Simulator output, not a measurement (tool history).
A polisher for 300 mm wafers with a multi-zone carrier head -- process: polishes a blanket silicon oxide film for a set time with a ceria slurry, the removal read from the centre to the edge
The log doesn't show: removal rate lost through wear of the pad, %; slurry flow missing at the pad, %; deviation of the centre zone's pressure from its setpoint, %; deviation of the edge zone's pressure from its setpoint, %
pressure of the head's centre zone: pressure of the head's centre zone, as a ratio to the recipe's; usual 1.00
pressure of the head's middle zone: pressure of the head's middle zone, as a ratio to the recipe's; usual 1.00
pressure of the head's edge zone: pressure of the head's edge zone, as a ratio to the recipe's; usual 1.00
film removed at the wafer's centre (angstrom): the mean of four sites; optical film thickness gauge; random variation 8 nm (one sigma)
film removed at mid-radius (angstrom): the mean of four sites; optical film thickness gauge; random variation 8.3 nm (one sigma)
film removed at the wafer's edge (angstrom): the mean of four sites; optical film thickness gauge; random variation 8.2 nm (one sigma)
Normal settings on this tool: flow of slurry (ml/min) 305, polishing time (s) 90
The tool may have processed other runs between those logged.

run   hour  flow of slurry (ml/min)  pressure of the head's centre zone  pressure of the head's middle zone  pressure of the head's edge zone  polishing time (s)  wafers since the last listed run  wafers polished on this pad  hours since the slurry nozzle was cleaned  hours since the centre zone pressure was calibrated  hours since the edge zone pressure was calibrated  hours since the carrier head's membrane was replaced  incoming thickness of the incoming film, nm  film removed at the wafer's centre (angstrom)  film removed at mid-radius (angstrom)  film removed at the wafer's edge (angstrom)
  1    0.0                      305                                1.00                                1.00                              1.00                  74                                 0                          676                                      834.5                                                143.6                                              718.7                                                1648.3                                       1732.3                                           4297                                   4739                                         4682
  2    7.7                      305                                1.00                                1.00                              1.00                  74                                41                          717                                      842.2                                                151.3                                              726.4                                                1656.0                                       1699.4                                           4261                                   4594                                         4617
  3   22.7                      305                                1.00                                1.00                              1.00                  74                                80                          798                                      857.2                                                166.3                                              741.4                                                1671.0                                       1721.1                                           4209                                   4586                                         4675
  4   29.6                      305                                1.00                                0.92                              1.00                  90                                37                          835                                      864.1                                                173.2                                              748.3                                                1677.9                                       1734.2                                           5120                                   5177                                         5559
  5   39.4                      305                                1.00                                0.92                              1.00                  90                                52                          888                                      873.9                                                183.0                                              758.1                                                1687.7                                       1742.3                                           5085                                   5159                                         5648
  6   48.7                      305                                1.00                                0.92                              1.00                  90                                50                          939                                      883.2                                                192.3                                              767.4                                                1697.0                                       1713.6                                           5017                                   5270                                         5689
  7   61.1                      305                                1.00                                1.00                              1.00                  90                                66                         1005                                      895.6                                                204.7                                              779.8                                                1709.4                                       1731.1                                           5006                                   5516                                         5509
  8   72.4                      305                                1.00                                1.00                              1.00                  90                                60                         1066                                      906.9                                                216.0                                              791.1                                                1720.7                                       1698.5                                           4984                                   5428                                         5573
      83.2  -- slurry nozzle cleaned
  9   87.9                      305                                1.00                                1.00                              1.00                  90                                78                         1145                                        4.7                                                231.5                                              806.6                                                1736.2                                       1738.0                                           4967                                   5557                                         5520
      95.0  -- worn pad replaced by a new one
 10   98.7                      305                                0.93                                1.00                              1.00                  90                                36                           19                                       15.5                                                242.3                                              817.4                                                1747.0                                       1742.2                                           5187                                   6295                                         6271
 11  113.1                      305                                1.00                                1.00                              1.08                  90                                77                           97                                       29.9                                                256.7                                              831.8                                                1761.4                                       1709.3                                           5576                                   6023                                         6397
 12  130.9                      340                                0.88                                1.00                              0.97                  76                                96                          193                                       47.7                                                274.5                                              849.6                                                1779.2                                       1744.3                                           3992                                   4964                                         5133
     143.2  -- carrier head's membrane replaced by a new one
 13  148.3                      305                                1.04                                1.06                              1.05                  90                                66                          260                                       65.1                                                291.9                                              867.0                                                   5.1                                       1732.7                                           5559                                   6103                                         6034
 14  157.5                      355                                1.03                                1.00                              1.04                  64                                49                          310                                       74.3                                                301.1                                              876.2                                                  14.3                                       1725.3                                           3961                                   4227                                         4255
     171.4  -- edge zone pressure recalibrated
 15  174.4                      305                                1.00                                1.00                              1.00                  90                                80                          390                                       91.2                                                318.0                                                3.0                                                  31.2                                       1707.6                                           5251                                   5637                                         5632
     179.6  -- centre zone pressure recalibrated
 16  207.2                      215                                1.00                                1.00                              0.89                  90                               166                          556                                      124.0                                                 27.6                                               35.8                                                  64.0                                       1708.2                                           5248                                   5464                                         5281
 17  241.5                      305                                1.00                                1.00                              0.89                  90                               185                          742                                      158.3                                                 61.9                                               70.1                                                  98.3                                       1753.8                                           5147                                   5446                                         5241

Run 18 has not been measured yet. What should we expect?
 18  252.4                      355                                1.03                                1.00                              1.04                  64                                58                          800                                      169.2                                                 72.8                                               81.0                                                 109.2                                       1711.5                                              ?                                      ?                                            ?

{"run 18": {"film removed at the wafer's centre (angstrom)": 3767, "film removed at mid-radius (angstrom)": 4003, "film removed at the wafer's edge (angstrom)": 4137}}
On a tool with no hidden condition, and with the same random variation, this run would have come out at film removed at the wafer's centre (angstrom) 4524, film removed at mid-radius (angstrom) 4517, film removed at the wafer's edge (angstrom) 4669.
